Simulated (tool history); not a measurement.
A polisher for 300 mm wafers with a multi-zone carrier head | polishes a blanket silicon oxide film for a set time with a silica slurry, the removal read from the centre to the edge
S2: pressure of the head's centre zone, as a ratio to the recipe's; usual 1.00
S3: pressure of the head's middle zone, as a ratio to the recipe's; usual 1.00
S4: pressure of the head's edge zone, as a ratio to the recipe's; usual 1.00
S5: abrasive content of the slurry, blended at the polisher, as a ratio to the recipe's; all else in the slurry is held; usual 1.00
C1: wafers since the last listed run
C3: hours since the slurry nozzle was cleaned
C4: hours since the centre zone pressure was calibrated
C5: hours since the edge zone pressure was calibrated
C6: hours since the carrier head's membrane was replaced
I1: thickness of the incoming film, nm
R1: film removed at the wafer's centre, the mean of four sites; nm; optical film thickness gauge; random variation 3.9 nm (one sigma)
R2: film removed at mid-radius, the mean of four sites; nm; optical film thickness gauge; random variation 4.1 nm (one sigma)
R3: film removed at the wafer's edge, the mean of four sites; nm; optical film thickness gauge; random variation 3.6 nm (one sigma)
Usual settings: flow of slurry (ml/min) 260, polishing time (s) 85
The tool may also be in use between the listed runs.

run 1 day=0.000 | flow_of_slurry_(ml/min)=260 S2=1.00 S3=1.00 S4=1.00 S5=1.00 polishing_time_(s)=85 | C1=0 wafers_polished_on_this_pad=500 C3=529.6 C4=954.0 C5=695.8 C6=1315.8 | I1=1677.7 | R1=254.3 R2=294.4 R3=292.7
run 2 day=2.033 | flow_of_slurry_(ml/min)=260 S2=1.00 S3=1.00 S4=1.00 S5=1.00 polishing_time_(s)=85 | C1=547 wafers_polished_on_this_pad=1047 C3=578.4 C4=1002.8 C5=744.6 C6=1364.6 | I1=1698.9 | R1=238.4 R2=277.1 R3=272.5
-- day=2.412 worn pad replaced by a new one
run 3 day=3.700 | flow_of_slurry_(ml/min)=260 S2=1.00 S3=1.00 S4=1.00 S5=1.00 polishing_time_(s)=85 | C1=404 wafers_polished_on_this_pad=346 C3=618.4 C4=1042.8 C5=784.6 C6=1404.6 | I1=1694.0 | R1=261.5 R2=297.5 R3=294.4
run 4 day=5.717 | flow_of_slurry_(ml/min)=205 S2=1.00 S3=1.00 S4=1.00 S5=1.00 polishing_time_(s)=85 | C1=543 wafers_polished_on_this_pad=889 C3=666.8 C4=1091.2 C5=833.0 C6=1453.0 | I1=1677.7 | R1=238.2 R2=274.6 R3=269.7
-- day=7.308 worn pad replaced by a new one
-- day=7.979 carrier head's membrane replaced by a new one
run 5 day=8.696 | flow_of_slurry_(ml/min)=205 S2=1.00 S3=1.00 S4=1.00 S5=1.00 polishing_time_(s)=85 | C1=701 wafers_polished_on_this_pad=317 C3=738.3 C4=1162.7 C5=904.5 C6=17.2 | I1=1688.8 | R1=241.3 R2=284.0 R3=276.2
-- day=9.633 slurry nozzle cleaned
run 6 day=11.088 | flow_of_slurry_(ml/min)=205 S2=1.00 S3=1.00 S4=1.00 S5=1.00 polishing_time_(s)=85 | C1=633 wafers_polished_on_this_pad=950 C3=34.9 C4=1220.1 C5=961.9 C6=74.6 | I1=1697.5 | R1=220.8 R2=263.3 R3=260.2
-- day=12.312 edge zone pressure recalibrated
-- day=12.383 worn pad replaced by a new one
run 7 day=12.633 | flow_of_slurry_(ml/min)=260 S2=1.00 S3=1.00 S4=1.00 S5=1.00 polishing_time_(s)=85 | C1=375 wafers_polished_on_this_pad=67 C3=72.0 C4=1257.2 C5=7.7 C6=111.7 | I1=1690.7 | R1=257.1 R2=305.0 R3=296.6
run 8 day=15.000 | flow_of_slurry_(ml/min)=315 S2=1.08 S3=1.07 S4=1.00 S5=0.90 polishing_time_(s)=85 | C1=637 wafers_polished_on_this_pad=705 C3=128.8 C4=1314.0 C5=64.5 C6=168.5 | I1=1709.3 | R1=267.7 R2=306.8 R3=275.1
run 9 day=17.217 | flow_of_slurry_(ml/min)=260 S2=1.00 S3=0.92 S4=1.00 S5=1.00 polishing_time_(s)=85 | C1=597 wafers_polished_on_this_pad=1302 C3=182.0 C4=1367.2 C5=117.7 C6=221.7 | I1=1669.1 | R1=226.8 R2=246.4 R3=266.7
-- day=17.567 worn pad replaced by a new one
run 10 day=18.342 | flow_of_slurry_(ml/min)=260 S2=1.00 S3=1.00 S4=1.00 S5=1.00 polishing_time_(s)=85 | C1=258 wafers_polished_on_this_pad=208 C3=209.0 C4=1394.2 C5=144.7 C6=248.7 | I1=1708.9 | R1=255.2 R2=300.5 R3=302.8
-- day=18.521 centre zone pressure recalibrated
run 11 day=19.958 | flow_of_slurry_(ml/min)=195 S2=1.04 S3=1.06 S4=1.11 S5=1.00 polishing_time_(s)=85 | C1=413 wafers_polished_on_this_pad=621 C3=247.8 C4=34.5 C5=183.5 C6=287.5 | I1=1675.5 | R1=285.0 R2=287.0 R3=299.3
run 12 day=21.417 | flow_of_slurry_(ml/min)=260 S2=1.00 S3=1.00 S4=1.00 S5=1.00 polishing_time_(s)=85 | C1=392 wafers_polished_on_this_pad=1014 C3=282.8 C4=69.5 C5=218.5 C6=322.5 | I1=1675.3 | R1=267.2 R2=273.8 R3=271.7
-- day=23.083 worn pad replaced by a new one
run 13 day=23.625 | flow_of_slurry_(ml/min)=260 S2=1.00 S3=1.00 S4=0.90 S5=1.00 polishing_time_(s)=70 | C1=549 wafers_polished_on_this_pad=146 C3=335.8 C4=122.5 C5=271.5 C6=375.5 | I1=1676.3 | R1=245.3 R2=248.9 R3=233.4
run 14 day=25.083 | flow_of_slurry_(ml/min)=180 S2=1.00 S3=1.06 S4=1.00 S5=1.10 polishing_time_(s)=85 | C1=392 wafers_polished_on_this_pad=539 C3=370.8 C4=157.5 C5=306.5 C6=410.5 | I1=1681.5 | R1=271.4 R2=299.3 R3=288.9

Forecast each of these 3 alternatives for the next run:
run A day=25.104 | flow_of_slurry_(ml/min)=260 S2=1.05 S3=1.00 S4=1.00 S5=1.00 polishing_time_(s)=85 | C1=5 wafers_polished_on_this_pad=544 C3=371.3 C4=158.0 C5=307.0 C6=411.0 | I1=1685.3 | R1=? R2=? R3=?
run B day=25.104 | flow_of_slurry_(ml/min)=260 S2=1.00 S3=1.00 S4=1.07 S5=1.25 polishing_time_(s)=102 | C1=5 wafers_polished_on_this_pad=544 C3=371.3 C4=158.0 C5=307.0 C6=411.0 | I1=1685.3 | R1=? R2=? R3=?
run C day=25.104 | flow_of_slurry_(ml/min)=205 S2=1.09 S3=1.00 S4=1.00 S5=1.00 polishing_time_(s)=85 | C1=5 wafers_polished_on_this_pad=544 C3=371.3 C4=158.0 C5=307.0 C6=411.0 | I1=1685.3 | R1=? R2=? R3=?

run=A R1=298.3 R2=303.1 R3=283.2
run=B R1=371.9 R2=396.2 R3=382.7
run=C R1=297.9 R2=292.8 R3=276.1
Without the tool's hidden state the same runs would have given:
run=A R1=315.5 R2=314.5 R3=294.0
run=B R1=393.4 R2=411.1 R3=397.2
run=C R1=315.1 R2=303.9 R3=286.5
